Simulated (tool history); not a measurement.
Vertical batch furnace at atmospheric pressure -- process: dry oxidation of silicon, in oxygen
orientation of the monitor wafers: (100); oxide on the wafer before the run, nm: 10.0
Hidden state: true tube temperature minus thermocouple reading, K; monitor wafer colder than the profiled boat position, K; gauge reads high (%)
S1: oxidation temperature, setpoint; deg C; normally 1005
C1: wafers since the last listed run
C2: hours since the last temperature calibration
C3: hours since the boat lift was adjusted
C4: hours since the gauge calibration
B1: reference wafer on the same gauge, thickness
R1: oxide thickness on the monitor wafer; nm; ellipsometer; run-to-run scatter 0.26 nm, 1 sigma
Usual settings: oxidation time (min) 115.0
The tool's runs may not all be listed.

{"run": 1, "hour": 0.0, "S1": 1005, "oxidation time (min)": 77.0, "C1": 0, "C2": 3306.8, "C3": 3199.9, "C4": 679.0, "B1": 79.65, "R1": 58.06}
{"run": 2, "hour": 87.7, "S1": 1005, "oxidation time (min)": 77.0, "C1": 1519, "C2": 3394.5, "C3": 3287.6, "C4": 766.7, "B1": 79.76, "R1": 57.6}
{"run": 3, "hour": 152.3, "S1": 1005, "oxidation time (min)": 77.0, "C1": 1119, "C2": 3459.1, "C3": 3352.2, "C4": 831.3, "B1": 79.72, "R1": 57.94}
{"run": 4, "hour": 203.4, "S1": 988, "oxidation time (min)": 115.0, "C1": 885, "C2": 3510.2, "C3": 3403.3, "C4": 882.4, "B1": 79.73, "R1": 64.88}
{"run": 5, "hour": 254.0, "S1": 988, "oxidation time (min)": 115.0, "C1": 876, "C2": 3560.8, "C3": 3453.9, "C4": 933.0, "B1": 79.7, "R1": 64.31}
{"run": 6, "hour": 295.0, "S1": 998, "oxidation time (min)": 115.0, "C1": 710, "C2": 3601.8, "C3": 3494.9, "C4": 974.0, "B1": 79.71, "R1": 70.79}
{"run": 7, "hour": 361.4, "S1": 998, "oxidation time (min)": 115.0, "C1": 1150, "C2": 3668.2, "C3": 3561.3, "C4": 1040.4, "B1": 79.68, "R1": 70.32}
{"run": 8, "hour": 457.8, "S1": 998, "oxidation time (min)": 115.0, "C1": 1670, "C2": 3764.6, "C3": 3657.7, "C4": 1136.8, "B1": 79.72, "R1": 70.59}
{"run": 9, "hour": 531.9, "S1": 1005, "oxidation time (min)": 115.0, "C1": 1284, "C2": 3838.7, "C3": 3731.8, "C4": 1210.9, "B1": 79.65, "R1": 75.22}
{"run": 10, "hour": 602.2, "S1": 1005, "oxidation time (min)": 115.0, "C1": 1218, "C2": 3909.0, "C3": 3802.1, "C4": 1281.2, "B1": 79.79, "R1": 75.51}
{"hour": 646.3, "done": "boat lift adjusted"}
{"run": 11, "hour": 668.2, "S1": 1005, "oxidation time (min)": 115.0, "C1": 727, "C2": 3975.0, "C3": 21.9, "C4": 1347.2, "B1": 79.72, "R1": 78.13}
{"hour": 727.7, "done": "thermocouples replaced and temperature profile calibrated"}
{"run": 12, "hour": 728.2, "S1": 1005, "oxidation time (min)": 76.5, "C1": 623, "C2": 0.5, "C3": 81.9, "C4": 1407.2, "B1": 79.71, "R1": 59.23}
{"run": 13, "hour": 783.1, "S1": 1005, "oxidation time (min)": 160.5, "C1": 951, "C2": 55.4, "C3": 136.8, "C4": 1462.1, "B1": 79.66, "R1": 97.21}
{"hour": 854.3, "done": "gauge calibrated"}
{"run": 14, "hour": 860.5, "S1": 992, "oxidation time (min)": 141.0, "C1": 1341, "C2": 132.8, "C3": 214.2, "C4": 6.2, "B1": 79.71, "R1": 78.22}
{"run": 15, "hour": 942.6, "S1": 982, "oxidation time (min)": 155.5, "C1": 1422, "C2": 214.9, "C3": 296.3, "C4": 88.3, "B1": 79.6, "R1": 77.53}
{"run": 16, "hour": 1024.6, "S1": 1015, "oxidation time (min)": 166.5, "C1": 1421, "C2": 296.9, "C3": 378.3, "C4": 170.3, "B1": 79.67, "R1": 107.96}
{"run": 17, "hour": 1122.8, "S1": 990, "oxidation time (min)": 81.5, "C1": 1701, "C2": 395.1, "C3": 476.5, "C4": 268.5, "B1": 79.71, "R1": 53.22}
{"run": 18, "hour": 1168.6, "S1": 1013, "oxidation time (min)": 132.0, "C1": 793, "C2": 440.9, "C3": 522.3, "C4": 314.3, "B1": 79.7, "R1": 90.12}
{"run": 19, "hour": 1248.4, "S1": 998, "oxidation time (min)": 115.0, "C1": 1383, "C2": 520.7, "C3": 602.1, "C4": 394.1, "B1": 79.67, "R1": 72.1}
{"run": 20, "hour": 1303.0, "S1": 992, "oxidation time (min)": 157.5, "C1": 946, "C2": 575.3, "C3": 656.7, "C4": 448.7, "B1": 79.74, "R1": 84.3}
{"run": 21, "hour": 1390.2, "S1": 1014, "oxidation time (min)": 165.5, "C1": 1511, "C2": 662.5, "C3": 743.9, "C4": 535.9, "B1": 79.68, "R1": 106.02}
{"run": 22, "hour": 1466.0, "S1": 1005, "oxidation time (min)": 115.0, "C1": 1313, "C2": 738.3, "C3": 819.7, "C4": 611.7, "B1": 79.73, "R1": 76.28}
{"run": 23, "hour": 1522.5, "S1": 990, "oxidation time (min)": 81.5, "C1": 979, "C2": 794.8, "C3": 876.2, "C4": 668.2, "B1": 79.68, "R1": 53.06}
{"run": 24, "hour": 1559.5, "S1": 1005, "oxidation time (min)": 77.0, "C1": 641, "C2": 831.8, "C3": 913.2, "C4": 705.2, "B1": 79.72, "R1": 58.4}

Across each entry between runs, compare the hidden state at the last listed run before it with the hidden state at the first listed run after it:
After run 10, before run 11: boat lift adjusted (hour 646.3)
  monitor wafer colder than the profiled boat position, K: 4.14 -> 0.565
  what was measured, less what the result would be without the hidden state, R1: -2.95 -> -0.40 nm
After run 11, before run 12: thermocouples replaced and temperature profile calibrated (hour 727.7)
  monitor wafer colder than the profiled boat position, K: 0.565 -> 0.766
  what was measured, less what the result would be without the hidden state, R1: -0.40 -> -0.43 nm
After run 13, before run 14: gauge calibrated (hour 854.3)
  monitor wafer colder than the profiled boat position, K: 0.942 -> 1.18
  what was measured, less what the result would be without the hidden state, R1: -0.83 -> -0.82 nm
